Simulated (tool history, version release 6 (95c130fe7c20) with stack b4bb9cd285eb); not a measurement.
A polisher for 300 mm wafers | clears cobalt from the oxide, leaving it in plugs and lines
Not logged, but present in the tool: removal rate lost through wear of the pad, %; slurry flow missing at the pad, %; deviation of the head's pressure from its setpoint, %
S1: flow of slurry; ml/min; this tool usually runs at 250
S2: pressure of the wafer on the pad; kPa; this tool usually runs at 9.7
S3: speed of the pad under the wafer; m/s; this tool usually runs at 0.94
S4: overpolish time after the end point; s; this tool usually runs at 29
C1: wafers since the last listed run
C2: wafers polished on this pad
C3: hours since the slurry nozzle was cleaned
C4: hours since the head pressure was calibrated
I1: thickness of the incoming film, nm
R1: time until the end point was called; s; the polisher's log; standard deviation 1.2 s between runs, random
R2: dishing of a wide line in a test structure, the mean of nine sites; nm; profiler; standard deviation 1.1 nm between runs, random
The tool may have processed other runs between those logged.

run,hour,S1,S2,S3,S4,C1,C2,C3,C4,I1,R1,R2
1,0.0,250,8.3,0.94,29,0,2586,444.6,169.5,229.7,102.3,38.7
# hour 19.6: slurry nozzle cleaned
2,32.0,250,9.7,0.94,29,235,2822,12.4,201.5,228.2,92.5,40.3
# hour 43.6: worn pad replaced by a new one
3,88.6,250,9.7,0.94,29,399,341,69.0,258.1,229.6,84.0,43.1
4,126.2,250,9.7,0.94,29,285,626,106.6,295.7,231.4,85.2,41.9
5,155.0,250,9.7,0.94,29,218,845,135.4,324.5,233.2,86.6,43.7
6,221.1,250,9.7,0.94,29,501,1346,201.5,390.6,232.4,86.5,43.2
7,281.4,250,9.7,0.94,29,457,1804,261.8,450.9,229.7,86.5,41.8
8,342.8,250,9.7,0.94,29,465,2270,323.2,512.3,229.8,91.6,43.9
9,375.6,250,9.7,0.94,29,248,2519,356.0,545.1,231.1,91.3,42.0
# hour 395.1: worn pad replaced by a new one
10,405.6,250,9.7,0.94,29,197,79,386.0,575.1,231.5,81.9,44.6
# hour 444.8: slurry nozzle cleaned
11,463.3,250,9.7,0.94,29,430,510,18.5,632.8,233.5,84.2,42.5
12,562.0,210,9.7,0.70,29,748,1259,117.2,731.5,234.0,115.1,35.9
13,611.3,210,9.7,0.70,29,374,1633,166.5,780.8,229.9,119.9,35.1
14,648.5,210,9.7,0.70,29,282,1915,203.7,818.0,228.9,115.7,36.7
15,700.2,250,11.0,1.04,29,392,2307,255.4,869.7,230.1,72.6,46.1
16,757.5,250,9.7,1.06,29,434,2742,312.7,927.0,225.9,79.1,43.1
17,793.8,250,9.7,0.94,17,275,3018,349.0,963.3,232.2,93.2,31.3
# hour 835.0: worn pad replaced by a new one
18,849.9,250,9.7,0.94,29,395,113,405.1,1019.4,229.6,80.0,42.5
# hour 898.2: slurry nozzle cleaned
19,921.4,280,11.0,1.18,35,534,648,23.2,1090.9,225.7,59.0,51.0
20,974.2,250,9.7,0.94,29,400,1048,76.0,1143.7,230.4,86.4,41.9
21,1037.2,285,9.7,0.66,44,478,1527,139.0,1206.7,231.9,121.0,43.5
# hour 1094.6: head pressure recalibrated
22,1106.9,275,9.7,0.94,37,513,2040,208.7,12.3,229.1,86.7,47.8
23,1138.2,250,9.7,0.94,29,237,2278,240.0,43.6,232.9,88.5,41.6
24,1198.1,250,11.0,0.72,29,454,2732,299.9,103.5,230.6,108.5,38.7
# hour 1218.0: worn pad replaced by a new one
25,1241.2,220,11.7,1.24,29,296,175,343.0,146.6,230.0,56.6,48.7
26,1289.6,225,11.7,0.94,45,367,543,391.4,195.0,232.6,75.3,51.6
27,1320.2,215,9.7,1.16,29,232,775,422.0,225.6,234.1,69.7,45.7
# hour 1348.5: slurry nozzle cleaned
28,1379.0,250,9.7,0.94,29,438,1213,30.5,284.4,231.1,85.1,42.9
29,1435.4,250,9.7,0.94,38,427,1641,86.9,340.8,225.9,83.8,47.1
30,1592.1,250,9.7,0.94,29,1189,2831,243.6,497.5,227.5,91.9,39.3
# hour 1606.6: worn pad replaced by a new one
31,1670.6,225,9.7,0.94,29,565,485,322.1,576.0,229.5,83.6,44.2
32,1722.4,215,12.4,0.94,21,393,879,373.9,627.8,229.0,74.7,39.0
33,1772.2,170,6.2,0.94,29,377,1256,423.7,677.6,230.4,114.8,35.6

Alternative continuations, all from the tool just after run 33; predict every row:
A,1772.7,250,12.4,0.94,29,3,1260,424.2,678.1,227.7,?,?
B,1772.7,250,8.3,1.10,29,3,1260,424.2,678.1,227.7,?,?
C,1772.7,250,9.7,1.20,46,3,1260,424.2,678.1,227.7,?,?
D,1772.7,250,11.7,0.94,29,3,1260,424.2,678.1,227.7,?,?
E,1772.7,250,9.7,0.68,29,3,1260,424.2,678.1,227.7,?,?

run,R1,R2
A,73.2,44.9
B,82.3,42.7
C,68.7,52.4
D,76.2,44.1
E,117.6,35.6
With the hidden condition removed and each run's random variation left untouched, the same runs would have given:
run,R1,R2
A,68.6,46.0
B,77.1,44.0
C,64.4,53.1
D,71.3,45.4
E,110.1,37.0
